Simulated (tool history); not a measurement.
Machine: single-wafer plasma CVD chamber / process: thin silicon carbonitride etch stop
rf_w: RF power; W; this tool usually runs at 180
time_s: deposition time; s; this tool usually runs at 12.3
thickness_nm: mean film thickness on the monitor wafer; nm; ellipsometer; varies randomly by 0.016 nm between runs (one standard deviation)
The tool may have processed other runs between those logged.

run    hour  rf_w  time_s  wafers since the last listed run  hours since the last thermocouple change  hours since the last RF generator calibration  hours since the showerhead was replaced  hours since the gauge calibration  read-back reference wafer on the same gauge, thickness_nm  thickness_nm
  1     0.0   180    12.3                                 0                                     316.8                                          669.4                                   5974.2                             1054.8                                                      6.460         6.720
  2    42.6   180    12.3                               798                                     359.4                                          712.0                                   6016.8                             1097.4                                                      6.459         6.724
  3   321.4   180    12.3                              5226                                     638.2                                          990.8                                   6295.6                             1376.2                                                      6.458         6.755
  4   371.9   155    12.3                               946                                     688.7                                         1041.3                                   6346.1                             1426.7                                                      6.457         6.410
  5   476.1   155    12.3                              1953                                     792.9                                         1145.5                                   6450.3                             1530.9                                                      6.457         6.398
      513.3  -- RF generator calibrated
  6   574.3   180    13.1                              1690                                     891.1                                           61.0                                   6548.5                             1629.1                                                      6.461         7.210
  7   618.9   180    13.1                               836                                     935.7                                          105.6                                   6593.1                             1673.7                                                      6.462         7.167
  8   655.9   180    13.1                               693                                     972.7                                          142.6                                   6630.1                             1710.7                                                      6.459         7.184
  9   748.8   190    14.1                              1741                                    1065.6                                          235.5                                   6723.0                             1803.6                                                      6.461         7.871
 10   788.6   205    12.3                               746                                    1105.4                                          275.3                                   6762.8                             1843.4                                                      6.459         7.012
 11   825.5   205    12.3                               691                                    1142.3                                          312.2                                   6799.7                             1880.3                                                      6.461         6.996
 12  1010.9   205    12.3                              3475                                    1327.7                                          497.6                                   6985.1                             2065.7                                                      6.461         7.027
     1067.0  -- thermocouple changed; heater temperature recalibrated
 13  1083.7   200    12.3                              1214                                      16.7                                          570.4                                   7057.9                             2138.5                                                      6.459         6.970
     1097.0  -- showerhead replaced
 14  1189.9   180    13.5                              1840                                     122.9                                          676.6                                     92.9                             2244.7                                                      6.460         7.380
 15  1279.7   180    12.3                              1683                                     212.7                                          766.4                                    182.7                             2334.5                                                      6.458         6.741
 16  1347.2   180    12.3                              1265                                     280.2                                          833.9                                    250.2                             2402.0                                                      6.458         6.705
 17  1435.4   155    10.9                              1653                                     368.4                                          922.1                                    338.4                             2490.2                                                      6.458         5.671
     1565.0  -- gauge calibrated
 18  1655.8   210    13.7                              4131                                     588.8                                         1142.5                                    558.8                               90.8                                                      6.461         7.870
 19  1692.2   155    14.4                               682                                     625.2                                         1178.9                                    595.2                              127.2                                                      6.460         7.527
     1729.6  -- RF generator calibrated
 20  1787.2   180    11.3                              1630                                     720.2                                           57.6                                    690.2                              222.2                                                      6.461         6.177
 21  1869.6   215    14.0                              1544                                     802.6                                          140.0                                    772.6                              304.6                                                      6.463         8.101
 22  1965.5   210    10.8                              1797                                     898.5                                          235.9                                    868.5                              400.5                                                      6.460         6.236
 23  2022.4   195    14.6                              1066                                     955.4                                          292.8                                    925.4                              457.4                                                      6.460         8.221
 24  2097.9   195    11.6                              1415                                    1030.9                                          368.3                                   1000.9                              532.9                                                      6.458         6.493
 25  2186.4   180    12.3                              1659                                    1119.4                                          456.8                                   1089.4                              621.4                                                      6.459         6.749
     2218.0  -- thermocouple changed; heater temperature recalibrated
 26  2240.7   215    11.6                               867                                      22.7                                          511.1                                   1143.7                              675.7                                                      6.458         6.707

Hidden condition of the tool, last listed run before each entry between runs versus first listed run after:
Logged between run 5 and run 6: RF generator calibrated (hour 513.3)
  nothing in the hidden state changes from one run to the other
Logged between run 12 and run 13: thermocouple changed; heater temperature recalibrated (hour 1067.0)
  nothing in the hidden state changes from one run to the other
Logged between run 13 and run 14: showerhead replaced (hour 1097.0)
  nothing in the hidden state changes from one run to the other
Logged between run 17 and run 18: gauge calibrated (hour 1565.0)
  nothing in the hidden state changes from one run to the other
Logged between run 19 and run 20: RF generator calibrated (hour 1729.6)
  nothing in the hidden state changes from one run to the other
Logged between run 25 and run 26: thermocouple changed; heater temperature recalibrated (hour 2218.0)
  nothing in the hidden state changes from one run to the other
